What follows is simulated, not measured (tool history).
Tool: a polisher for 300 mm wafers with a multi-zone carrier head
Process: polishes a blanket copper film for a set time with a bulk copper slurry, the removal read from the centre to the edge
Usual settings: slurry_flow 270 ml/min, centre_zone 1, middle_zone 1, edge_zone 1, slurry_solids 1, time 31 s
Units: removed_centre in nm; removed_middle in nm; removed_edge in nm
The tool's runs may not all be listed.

| run | hour | slurry_flow | centre_zone | middle_zone | edge_zone | slurry_solids | time | wafers since the last listed run | wafers polished on this pad | hours since the slurry nozzle was cleaned | hours since the centre zone pressure was calibrated | hours since the edge zone pressure was calibrated | hours since the carrier head's membrane was replaced | incoming thickness of the incoming film, nm | removed_centre | removed_middle | removed_edge |
|---|---|---|---|---|---|---|---|---|---|---|---|---|---|---|---|---|---|
| 1 | 0 | 270 | 1 | 1.08 | 1 | 1 | 31 | 0 | 1002 | 419 | 752.2 | 1077.9 | 669.8 | 1967.8 | 333.8 | 347.9 | 326.6 |
| 2 | 31.2 | 270 | 1 | 1.08 | 1 | 1 | 31 | 382 | 1385 | 450.2 | 783.4 | 1109.1 | 701 | 1978.9 | 331.1 | 354.7 | 325.5 |
| 3 | 44.8 | 270 | 1 | 1.08 | 1 | 1 | 31 | 166 | 1552 | 463.8 | 797 | 1122.7 | 714.6 | 1936.2 | 332.5 | 365.8 | 325.5 |
|  | 66.6 | worn pad replaced by a new one |
| 4 | 123 | 270 | 1 | 1.06 | 1 | 1 | 31 | 910 | 691 | 542 | 875.2 | 1200.9 | 792.8 | 1969.2 | 332.5 | 345.8 | 325 |
| 5 | 157 | 270 | 1 | 1.06 | 1 | 1 | 31 | 417 | 1108 | 576 | 909.2 | 1234.9 | 826.8 | 1990.9 | 329.1 | 345.2 | 324.3 |
| 6 | 174.5 | 270 | 1 | 1 | 1 | 1 | 31 | 214 | 1323 | 593.5 | 926.7 | 1252.4 | 844.3 | 1983.6 | 330.4 | 327.2 | 322.5 |
| 7 | 187.2 | 270 | 1 | 1 | 1 | 1 | 31 | 155 | 1479 | 606.2 | 939.4 | 1265.1 | 857 | 1959.2 | 331.2 | 328.5 | 323.4 |
|  | 219.4 | centre zone pressure recalibrated |
|  | 221.9 | worn pad replaced by a new one |
| 8 | 222.4 | 270 | 1 | 1 | 1 | 1 | 31 | 377 | 6 | 641.4 | 3 | 1300.3 | 892.2 | 1974.2 | 329.3 | 329.3 | 321.8 |
|  | 245.4 | edge zone pressure recalibrated |
| 9 | 314.8 | 270 | 1 | 1 | 1 | 1 | 31 | 1109 | 1116 | 733.8 | 95.4 | 69.4 | 984.6 | 1959.7 | 323.9 | 331.1 | 317.6 |
|  | 343.3 | slurry nozzle cleaned |
| 10 | 345.7 | 270 | 1 | 1 | 1 | 1 | 31 | 366 | 1482 | 2.4 | 126.3 | 100.3 | 1015.5 | 1984.1 | 339.2 | 345.9 | 324 |
|  | 369 | worn pad replaced by a new one |
| 11 | 377.4 | 360 | 1.07 | 1 | 0.93 | 1 | 27 | 339 | 102 | 34.1 | 158 | 132 | 1047.2 | 1981.6 | 327 | 307.2 | 284.8 |
| 12 | 396 | 270 | 1 | 0.9 | 1.04 | 1 | 23 | 228 | 331 | 52.7 | 176.6 | 150.6 | 1065.8 | 1954.5 | 250.2 | 231.2 | 252.2 |
| 13 | 416.8 | 270 | 1.08 | 1.05 | 1 | 0.7 | 21 | 255 | 586 | 73.5 | 197.4 | 171.4 | 1086.6 | 1990.9 | 233.4 | 232.9 | 212.8 |
| 14 | 452.2 | 270 | 1 | 1 | 1.08 | 1.1 | 31 | 434 | 1020 | 108.9 | 232.8 | 206.8 | 1122 | 1967.3 | 345 | 337.9 | 351.6 |
| 15 | 481.5 | 270 | 1 | 1 | 1 | 1 | 31 | 359 | 1380 | 138.2 | 262.1 | 236.1 | 1151.3 | 2003.2 | 336.3 | 349.2 | 331.8 |
|  | 488.3 | worn pad replaced by a new one |
| 16 | 511.1 | 270 | 1 | 1 | 1 | 1 | 31 | 314 | 279 | 167.8 | 291.7 | 265.7 | 1180.9 | 1953.5 | 340.1 | 335.1 | 329.8 |
|  | 529 | carrier head's membrane replaced by a new one |
| 17 | 529.5 | 270 | 1 | 1 | 0.97 | 1.2 | 24 | 164 | 443 | 186.2 | 310.1 | 284.1 | 0.5 | 1985.2 | 269.7 | 270.9 | 259.5 |
| 18 | 598.2 | 270 | 1 | 1 | 1 | 0.85 | 31 | 843 | 1286 | 254.9 | 378.8 | 352.8 | 69.2 | 1972.1 | 330.8 | 335.5 | 322.6 |
| 19 | 621.2 | 270 | 1 | 1 | 1 | 1 | 31 | 282 | 1569 | 277.9 | 401.8 | 375.8 | 92.2 | 1986.8 | 338.1 | 330.3 | 331.8 |
|  | 641.6 | worn pad replaced by a new one |
| 20 | 654.2 | 270 | 1 | 1.06 | 0.94 | 1.1 | 25 | 355 | 154 | 310.9 | 434.8 | 408.8 | 125.2 | 1974.1 | 276.1 | 295.6 | 263.6 |
| 21 | 681.5 | 340 | 1 | 0.92 | 1 | 1.2 | 22 | 335 | 489 | 338.2 | 462.1 | 436.1 | 152.5 | 1949.5 | 253.4 | 243.1 | 243 |

Forecast each of these 3 alternatives for the next run:
| A | 681.9 | 270 | 1 | 1 | 1 | 1 | 31 | 4 | 494 | 338.6 | 462.5 | 436.5 | 152.9 | 2004.8 | ? | ? | ? |
| B | 681.9 | 270 | 1 | 1 | 1 | 1.25 | 31 | 4 | 494 | 338.6 | 462.5 | 436.5 | 152.9 | 2004.8 | ? | ? | ? |
| C | 681.9 | 270 | 1 | 1 | 1 | 1.15 | 31 | 4 | 494 | 338.6 | 462.5 | 436.5 | 152.9 | 2004.8 | ? | ? | ? |

| run | removed_centre | removed_middle | removed_edge |
|---|---|---|---|
| A | 335.4 | 335.3 | 331.4 |
| B | 346.8 | 346.7 | 342.7 |
| C | 342.4 | 342.3 | 338.3 |
Without the tool's hidden state the same runs would have given:
| run | removed_centre | removed_middle | removed_edge |
|---|---|---|---|
| A | 339.9 | 339.3 | 334.4 |
| B | 351.5 | 350.9 | 345.8 |
| C | 347 | 346.4 | 341.4 |
